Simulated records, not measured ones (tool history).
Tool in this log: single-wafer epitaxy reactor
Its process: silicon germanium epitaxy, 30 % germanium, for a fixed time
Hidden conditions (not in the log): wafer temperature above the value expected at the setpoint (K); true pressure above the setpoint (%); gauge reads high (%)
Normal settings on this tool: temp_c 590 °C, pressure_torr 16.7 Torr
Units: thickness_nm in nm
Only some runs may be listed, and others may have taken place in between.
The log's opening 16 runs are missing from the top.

run	hour	temp_c	pressure_torr	wafers since the last listed run	hours since the last pyrometer calibration	hours since the last manometer calibration	hours since the showerhead was replaced	hours since the gauge calibration	read-back reference wafer on the same gauge, thickness_nm	thickness_nm
17	546.8	590	12.9	375	346.3	378.8	298.8	278.2	39.328	39.722
18	580.4	604	14.6	460	379.9	412.4	332.4	311.8	39.322	55.121
19	602.2	579	18.5	298	401.7	434.2	354.2	333.6	39.368	35.266
20	622.8	581	20.6	282	422.3	454.8	374.8	354.2	39.318	38.243
21	654.5	590	16.7	434	454.0	486.5	406.5	385.9	39.270	43.692
22	672.1	599	20.2	241	471.6	504.1	424.1	403.5	39.345	55.497
23	687.4	598	13.1	209	486.9	519.4	439.4	418.8	39.384	47.049
24	711.6	578	17.8	331	511.1	543.6	463.6	443.0	39.280	34.374
25	727.2	590	16.7	213	526.7	559.2	479.2	458.6	39.267	43.059
26	739.4	590	16.7	167	538.9	571.4	491.4	470.8	39.322	43.457
27	757.2	597	16.7	243	556.7	589.2	509.2	488.6	39.319	50.158
28	791.5	598	13.8	469	591.0	623.5	543.5	522.9	39.344	48.134
29	825.8	605	18.5	469	625.3	657.8	577.8	557.2	39.262	61.299
30	839.3	590	16.7	184	638.8	671.3	591.3	570.7	39.347	42.936
31	857.9	590	16.7	254	657.4	689.9	609.9	589.3	39.209	43.580
32	884.4	590	16.7	362	683.9	716.4	636.4	615.8	39.309	43.576
33	907.4	590	16.7	315	706.9	739.4	659.4	638.8	39.339	43.422
34	934.1	601	19.9	365	733.6	766.1	686.1	665.5	39.288	57.644

Run 35, settings as shown, results not yet in. Your forecast:
35	966.6	601	16.7	445	766.1	798.6	718.6	698.0	?	?

read-back reference wafer on the same gauge, thickness_nm: 39.244
thickness_nm: 54.697 nm
Had the tool carried no hidden state, the very same run would have given thickness_nm 54.175 nm.

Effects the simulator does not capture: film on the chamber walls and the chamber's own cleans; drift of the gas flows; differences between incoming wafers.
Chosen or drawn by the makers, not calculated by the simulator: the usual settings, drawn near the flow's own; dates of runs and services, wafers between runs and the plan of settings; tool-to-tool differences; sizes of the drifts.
